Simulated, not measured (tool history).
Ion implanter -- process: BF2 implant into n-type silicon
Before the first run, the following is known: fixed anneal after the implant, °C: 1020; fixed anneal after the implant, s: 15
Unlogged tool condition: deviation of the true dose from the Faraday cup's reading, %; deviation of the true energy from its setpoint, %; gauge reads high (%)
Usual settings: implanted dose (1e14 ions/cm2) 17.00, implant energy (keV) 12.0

run    hour  implanted dose (1e14 ions/cm2)  implant energy (keV)  wafers since the last listed run  hours since the last dose calibration  hours since the extraction supply was calibrated  hours since the gauge calibration  read-back reference wafer on the same gauge, sheet resistance  sheet resistance of the implanted and annealed layer (ohm/square)
  1     0.0                           17.00                  15.5                                 0                                  640.4                                            2657.2                             1057.6                                                         198.00                                                             154.98
  2    38.6                           13.27                  12.0                               408                                  679.0                                            2695.8                             1096.2                                                         198.01                                                             176.23
  3    77.6                           13.27                  12.0                               412                                  718.0                                            2734.8                             1135.2                                                         197.97                                                             175.59
  4   147.8                           13.27                  12.0                               742                                  788.2                                            2805.0                             1205.4                                                         198.03                                                             175.60
  5   205.1                           17.00                  13.5                               605                                  845.5                                            2862.3                             1262.7                                                         198.01                                                             162.60
  6   238.9                           14.03                  12.0                               357                                  879.3                                            2896.1                             1296.5                                                         198.00                                                             174.32
  7   289.2                           14.81                  12.0                               531                                  929.6                                            2946.4                             1346.8                                                         197.96                                                             171.88
  8   339.6                           17.00                  12.0                               533                                  980.0                                            2996.8                             1397.2                                                         198.05                                                             169.55
  9   404.2                           17.00                  12.0                               683                                 1044.6                                            3061.4                             1461.8                                                         197.94                                                             169.00
 10   603.0                           13.28                  12.0                              2102                                 1243.4                                            3260.2                             1660.6                                                         198.02                                                             174.47
 11   632.0                           13.28                  12.0                               306                                 1272.4                                            3289.2                             1689.6                                                         197.97                                                             174.72
 12   680.3                           13.28                  12.0                               510                                 1320.7                                            3337.5                             1737.9                                                         197.96                                                             174.61
 13   735.9                           13.62                  12.0                               588                                 1376.3                                            3393.1                             1793.5                                                         198.06                                                             173.72
 14   794.7                           13.62                  12.0                               621                                 1435.1                                            3451.9                             1852.3                                                         197.98                                                             173.13
 15   833.6                           20.74                  12.0                               411                                 1474.0                                            3490.8                             1891.2                                                         198.00                                                             165.44
      924.7  -- extraction supply calibrated
 16  1046.0                           20.74                  12.0                              2161                                 1686.4                                             121.3                             2103.6                                                         198.00                                                             167.80
     1079.1  -- Faraday cup replaced and dose calibrated
 17  1079.6                           20.74                  12.0                               270                                    0.5                                             154.9                             2137.2                                                         197.96                                                             168.68
 18  1109.0                           17.00                  12.0                               310                                   29.9                                             184.3                             2166.6                                                         198.00                                                             171.57
 19  1134.4                           18.31                  13.0                               268                                   55.3                                             209.7                             2192.0                                                         197.90                                                             165.71
 20  1158.8                           12.67                  14.0                               258                                   79.7                                             234.1                             2216.4                                                         197.97                                                             171.19
 21  1187.2                           17.00                  14.5                               300                                  108.1                                             262.5                             2244.8                                                         197.99                                                             160.80
 22  1242.4                           21.55                  12.0                               583                                  163.3                                             317.7                             2300.0                                                         198.06                                                             168.16
 23  1284.6                           17.00                  12.0                               446                                  205.5                                             359.9                             2342.2                                                         197.93                                                             171.71
 24  1351.9                           17.00                  15.0                               711                                  272.8                                             427.2                             2409.5                                                         197.91                                                             158.51
     1502.2  -- gauge calibrated
 25  1526.1                           22.02                  10.5                              1842                                  447.0                                             601.4                               23.9                                                         198.01                                                             174.82
 26  1568.8                           19.89                  12.0                               451                                  489.7                                             644.1                               66.6                                                         198.04                                                             168.99
 27  1607.3                           17.00                   9.0                               407                                  528.2                                             682.6                              105.1                                                         198.07                                                             186.24
 28  1641.3                           17.00                  10.0                               359                                  562.2                                             716.6                              139.1                                                         197.96                                                             180.97
 29  1687.9                           17.00                  12.0                               492                                  608.8                                             763.2                              185.7                                                         198.03                                                             171.07
 30  1798.7                           14.80                  12.0                              1171                                  719.6                                             874.0                              296.5                                                         198.06                                                             173.94
 31  1866.2                           17.00                  12.0                               713                                  787.1                                             941.5                              364.0                                                         198.01                                                             170.97
 32  2002.0                           19.09                   9.0                              1436                                  922.9                                            1077.3                              499.8                                                         197.96                                                             184.40
 33  2069.8                           12.80                  10.0                               717                                  990.7                                            1145.1                              567.6                                                         198.00                                                             188.22
 34  2105.6                           18.72                  12.0                               378                                 1026.5                                            1180.9                              603.4                                                         198.00                                                             169.32
 35  2177.1                           14.31                  11.0                               756                                 1098.0                                            1252.4                              674.9                                                         198.05                                                             179.46
 36  2219.3                           17.00                  12.0                               446                                 1140.2                                            1294.6                              717.1                                                         197.95                                                             170.42
 37  2258.8                           17.00                  12.0                               417                                 1179.7                                            1334.1                              756.6                                                         198.09                                                             170.74

Below, some changes in sheet resistance of the implanted and annealed layer (ohm/square) between adjacent runs. For each, the amount present without the hidden state too (settings, incoming material, random variation) and the amount remaining for the hidden state with gauge scatter not shared by both compared results:
Run 1 -> 2: implanted dose (1e14 ions/cm2) 17.00 -> 13.27, implant energy (keV) 15.5 -> 12.0. sheet resistance of the implanted and annealed layer (ohm/square) +21.25: hidden state -0.23, all else +21.48.
Run 9 -> 10: implanted dose (1e14 ions/cm2) 17.00 -> 13.28. sheet resistance of the implanted and annealed layer (ohm/square) +5.47: hidden state -0.83, all else +6.30.
Run 15 -> 16: extraction supply calibrated. sheet resistance of the implanted and annealed layer (ohm/square) +2.36: hidden state +2.52, all else -0.16.
Run 26 -> 27: implanted dose (1e14 ions/cm2) 19.89 -> 17.00, implant energy (keV) 12.0 -> 9.0. sheet resistance of the implanted and annealed layer (ohm/square) +17.25: hidden state -0.07, all else +17.32.
Run 32 -> 33: implanted dose (1e14 ions/cm2) 19.09 -> 12.80, implant energy (keV) 9.0 -> 10.0. sheet resistance of the implanted and annealed layer (ohm/square) +3.82: hidden state -0.71, all else +4.53.
Run 33 -> 34: implanted dose (1e14 ions/cm2) 12.80 -> 18.72, implant energy (keV) 10.0 -> 12.0. sheet resistance of the implanted and annealed layer (ohm/square) -18.90: hidden state +0.55, all else -19.45.
